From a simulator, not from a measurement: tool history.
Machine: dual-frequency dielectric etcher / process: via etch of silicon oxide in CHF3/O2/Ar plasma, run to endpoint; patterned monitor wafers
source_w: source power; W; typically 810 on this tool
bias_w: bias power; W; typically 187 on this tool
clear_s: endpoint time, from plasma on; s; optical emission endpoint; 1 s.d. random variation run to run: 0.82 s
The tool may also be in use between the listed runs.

| run | hour | source_w | bias_w | incoming incoming film thickness, nm | clear_s |
|---|---|---|---|---|---|
| 1 | 0 | 810 | 187 | 667.6 | 270.8 |
| 2 | 59.4 | 810 | 187 | 670.3 | 273.5 |
| 3 | 94.3 | 910 | 187 | 667.1 | 263.1 |
| 4 | 150.5 | 810 | 187 | 670.5 | 273.7 |
| 5 | 202.6 | 810 | 203 | 662.9 | 265 |
| 6 | 243.7 | 810 | 203 | 673.5 | 270.8 |
|  | 294 | wet clean of the chamber |
| 7 | 294.5 | 810 | 187 | 670.4 | 270.7 |
| 8 | 318.6 | 810 | 187 | 667.8 | 268.7 |
| 9 | 359.8 | 810 | 187 | 659.4 | 267.4 |
| 10 | 423.5 | 810 | 187 | 669.6 | 272.7 |
| 11 | 459.3 | 810 | 187 | 677.4 | 277.8 |
| 12 | 526 | 810 | 187 | 664.9 | 273.2 |
| 13 | 691.8 | 810 | 187 | 671.2 | 281.2 |
|  | 719.5 | wet clean of the chamber |
| 14 | 747.6 | 810 | 187 | 663.6 | 268.8 |
|  | 756.9 | source power generator calibrated |
|  | 789.6 | upper electrode replaced |
| 15 | 790.1 | 810 | 171 | 670.1 | 281.6 |
| 16 | 826.2 | 910 | 187 | 669.3 | 262.3 |
| 17 | 867.7 | 680 | 162 | 675.3 | 306.5 |
| 18 | 931.5 | 810 | 187 | 665.9 | 274.2 |
|  | 999.8 | bias power generator calibrated |
| 19 | 1012.6 | 670 | 187 | 669.8 | 296.4 |
| 20 | 1043.7 | 810 | 187 | 670.2 | 281.9 |
| 21 | 1111.3 | 710 | 167 | 668 | 305.2 |
|  | 1191 | wet clean of the chamber |
| 22 | 1191.5 | 810 | 187 | 666.7 | 270.1 |
| 23 | 1228 | 950 | 203 | 666.3 | 250 |
| 24 | 1286 | 640 | 157 | 672.5 | 313.1 |
| 25 | 1311.8 | 810 | 187 | 659.4 | 270.1 |
| 26 | 1351.4 | 630 | 207 | 666.7 | 282.9 |
| 27 | 1399.7 | 940 | 162 | 670.9 | 275.5 |
| 28 | 1448.8 | 860 | 170 | 667.4 | 278.9 |
| 29 | 1501.2 | 920 | 187 | 662.5 | 264.3 |
|  | 1598.2 | wet clean of the chamber |
| 30 | 1612.8 | 670 | 215 | 667.5 | 270.3 |
| 31 | 1674.7 | 1010 | 187 | 673.3 | 255.7 |

Selected run-to-run steps in clear_s, each split into two signed amounts: the part the tool would show with no hidden state at all (from settings, incoming material and random variation), and the remainder, which goes to the hidden state together with any gauge scatter not common to the measured and the hidden-state-free results:
The hidden state here: etch rate over this chamber's usual, %; source power that arrives over what is set, %; bias power that arrives over what is set, %.
Run 13 -> 14: wet clean of the chamber. clear_s -12.4 s: hidden state -8.4, all else -4.
Run 16 -> 17: source_w 910 -> 680, bias_w 187 -> 162. clear_s +44.2 s: hidden state +0.9, all else +43.3.
Run 21 -> 22: source_w 710 -> 810, bias_w 167 -> 187, wet clean of the chamber. clear_s -35.1 s: hidden state -11.5, all else -23.6.
Run 23 -> 24: source_w 950 -> 640, bias_w 203 -> 157. clear_s +63.1 s: hidden state +1, all else +62.1.
Run 24 -> 25: source_w 640 -> 810, bias_w 157 -> 187. clear_s -43 s: hidden state +0.4, all else -43.4.
Run 29 -> 30: source_w 920 -> 670, bias_w 187 -> 215, wet clean of the chamber. clear_s +6 s: hidden state -7.2, all else +13.2.
